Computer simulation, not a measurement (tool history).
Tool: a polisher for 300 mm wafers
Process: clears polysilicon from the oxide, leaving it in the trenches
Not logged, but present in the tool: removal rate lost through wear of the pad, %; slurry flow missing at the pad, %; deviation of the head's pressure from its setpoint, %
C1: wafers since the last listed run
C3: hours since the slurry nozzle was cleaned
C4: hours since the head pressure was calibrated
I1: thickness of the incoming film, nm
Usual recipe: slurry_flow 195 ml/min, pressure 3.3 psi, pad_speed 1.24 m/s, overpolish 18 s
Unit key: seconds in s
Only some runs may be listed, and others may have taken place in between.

run 1 day=0.000 | slurry_flow=145 pressure=3.3 pad_speed=1.24 overpolish=24 | C1=0 wafers_polished_on_this_pad=1929 C3=684.5 C4=551.1 | I1=492.1 | seconds=30.6
run 2 day=1.850 | slurry_flow=195 pressure=3.3 pad_speed=1.24 overpolish=18 | C1=676 wafers_polished_on_this_pad=2606 C3=728.9 C4=595.5 | I1=490.2 | seconds=29.9
run 3 day=5.746 | slurry_flow=195 pressure=3.3 pad_speed=1.24 overpolish=18 | C1=1424 wafers_polished_on_this_pad=4031 C3=822.4 C4=689.0 | I1=493.9 | seconds=31.0
-- day=6.267 slurry nozzle cleaned
run 4 day=8.979 | slurry_flow=195 pressure=3.3 pad_speed=1.24 overpolish=18 | C1=1167 wafers_polished_on_this_pad=5198 C3=65.1 C4=766.6 | I1=489.6 | seconds=30.8
-- day=9.171 head pressure recalibrated
-- day=11.988 worn pad replaced by a new one
run 5 day=13.129 | slurry_flow=195 pressure=3.3 pad_speed=1.24 overpolish=18 | C1=1426 wafers_polished_on_this_pad=418 C3=164.7 C4=95.0 | I1=488.0 | seconds=29.6
run 6 day=15.254 | slurry_flow=195 pressure=3.3 pad_speed=1.24 overpolish=18 | C1=777 wafers_polished_on_this_pad=1195 C3=215.7 C4=146.0 | I1=495.0 | seconds=29.8
run 7 day=17.025 | slurry_flow=195 pressure=3.3 pad_speed=1.24 overpolish=18 | C1=647 wafers_polished_on_this_pad=1842 C3=258.2 C4=188.5 | I1=489.1 | seconds=30.2
run 8 day=19.275 | slurry_flow=195 pressure=3.3 pad_speed=1.24 overpolish=18 | C1=822 wafers_polished_on_this_pad=2665 C3=312.2 C4=242.5 | I1=496.3 | seconds=30.1
run 9 day=20.912 | slurry_flow=195 pressure=3.3 pad_speed=1.24 overpolish=18 | C1=598 wafers_polished_on_this_pad=3264 C3=351.5 C4=281.8 | I1=490.7 | seconds=30.1
run 10 day=22.771 | slurry_flow=195 pressure=3.3 pad_speed=1.24 overpolish=18 | C1=679 wafers_polished_on_this_pad=3944 C3=396.1 C4=326.4 | I1=491.0 | seconds=30.2
run 11 day=24.771 | slurry_flow=195 pressure=3.3 pad_speed=1.24 overpolish=18 | C1=731 wafers_polished_on_this_pad=4676 C3=444.1 C4=374.4 | I1=480.7 | seconds=30.6
-- day=27.108 worn pad replaced by a new one
run 12 day=28.067 | slurry_flow=195 pressure=3.3 pad_speed=1.24 overpolish=18 | C1=1144 wafers_polished_on_this_pad=350 C3=523.2 C4=453.5 | I1=486.5 | seconds=28.7
run 13 day=30.888 | slurry_flow=195 pressure=3.3 pad_speed=1.24 overpolish=10 | C1=1031 wafers_polished_on_this_pad=1381 C3=590.9 C4=521.2 | I1=493.7 | seconds=30.4
run 14 day=33.738 | slurry_flow=240 pressure=3.3 pad_speed=1.24 overpolish=18 | C1=1042 wafers_polished_on_this_pad=2424 C3=659.3 C4=589.6 | I1=488.4 | seconds=28.6
run 15 day=39.288 | slurry_flow=195 pressure=3.3 pad_speed=0.82 overpolish=18 | C1=2029 wafers_polished_on_this_pad=4454 C3=792.5 C4=722.8 | I1=497.3 | seconds=38.7
-- day=40.529 slurry nozzle cleaned
-- day=41.267 worn pad replaced by a new one
run 16 day=41.571 | slurry_flow=170 pressure=3.3 pad_speed=0.84 overpolish=14 | C1=758 wafers_polished_on_this_pad=111 C3=25.0 C4=777.6 | I1=490.9 | seconds=36.8
-- day=46.867 head pressure recalibrated
run 17 day=50.158 | slurry_flow=130 pressure=4.1 pad_speed=0.96 overpolish=18 | C1=3110 wafers_polished_on_this_pad=3222 C3=231.1 C4=79.0 | I1=491.3 | seconds=29.9
run 18 day=52.154 | slurry_flow=195 pressure=3.3 pad_speed=1.54 overpolish=12 | C1=730 wafers_polished_on_this_pad=3952 C3=279.0 C4=126.9 | I1=492.9 | seconds=26.9
run 19 day=54.292 | slurry_flow=145 pressure=2.4 pad_speed=0.82 overpolish=15 | C1=781 wafers_polished_on_this_pad=4733 C3=330.3 C4=178.2 | I1=487.0 | seconds=54.7
-- day=54.508 worn pad replaced by a new one
run 20 day=57.292 | slurry_flow=145 pressure=2.4 pad_speed=0.82 overpolish=15 | C1=1036 wafers_polished_on_this_pad=1017 C3=402.3 C4=250.2 | I1=486.8 | seconds=52.9
run 21 day=59.567 | slurry_flow=195 pressure=3.3 pad_speed=1.56 overpolish=14 | C1=832 wafers_polished_on_this_pad=1849 C3=456.9 C4=304.8 | I1=494.6 | seconds=26.1
run 22 day=61.642 | slurry_flow=145 pressure=2.4 pad_speed=0.82 overpolish=15 | C1=758 wafers_polished_on_this_pad=2608 C3=506.7 C4=354.6 | I1=489.9 | seconds=53.9
run 23 day=64.883 | slurry_flow=140 pressure=2.8 pad_speed=1.24 overpolish=18 | C1=1185 wafers_polished_on_this_pad=3794 C3=584.5 C4=432.4 | I1=487.7 | seconds=37.5
run 24 day=67.721 | slurry_flow=265 pressure=2.3 pad_speed=1.64 overpolish=11 | C1=1037 wafers_polished_on_this_pad=4832 C3=652.6 C4=500.5 | I1=497.0 | seconds=37.0
-- day=68.833 worn pad replaced by a new one
run 25 day=69.229 | slurry_flow=235 pressure=2.9 pad_speed=1.56 overpolish=21 | C1=490 wafers_polished_on_this_pad=144 C3=688.8 C4=536.7 | I1=488.3 | seconds=28.4
run 26 day=71.392 | slurry_flow=145 pressure=3.8 pad_speed=1.24 overpolish=25 | C1=790 wafers_polished_on_this_pad=935 C3=740.7 C4=588.6 | I1=492.2 | seconds=26.4
run 27 day=75.292 | slurry_flow=195 pressure=3.3 pad_speed=1.12 overpolish=18 | C1=1426 wafers_polished_on_this_pad=2361 C3=834.3 C4=682.2 | I1=498.5 | seconds=32.9
run 28 day=77.600 | slurry_flow=195 pressure=3.3 pad_speed=1.24 overpolish=18 | C1=844 wafers_polished_on_this_pad=3206 C3=889.7 C4=737.6 | I1=490.9 | seconds=29.7

Forecast each of these 3 alternatives for the next run:
run A day=77.617 | slurry_flow=195 pressure=4.3 pad_speed=1.24 overpolish=18 | C1=6 wafers_polished_on_this_pad=3212 C3=890.1 C4=738.0 | I1=499.1 | seconds=?
run B day=77.617 | slurry_flow=195 pressure=4.5 pad_speed=1.40 overpolish=21 | C1=6 wafers_polished_on_this_pad=3212 C3=890.1 C4=738.0 | I1=499.1 | seconds=?
run C day=77.617 | slurry_flow=140 pressure=3.3 pad_speed=0.84 overpolish=25 | C1=6 wafers_polished_on_this_pad=3212 C3=890.1 C4=738.0 | I1=499.1 | seconds=?

run=A seconds=24.1
run=B seconds=21.3
run=C seconds=40.4
With the hidden condition removed and each run's random variation left untouched, the same runs would have given:
run=A seconds=23.3
run=B seconds=20.6
run=C seconds=39.1

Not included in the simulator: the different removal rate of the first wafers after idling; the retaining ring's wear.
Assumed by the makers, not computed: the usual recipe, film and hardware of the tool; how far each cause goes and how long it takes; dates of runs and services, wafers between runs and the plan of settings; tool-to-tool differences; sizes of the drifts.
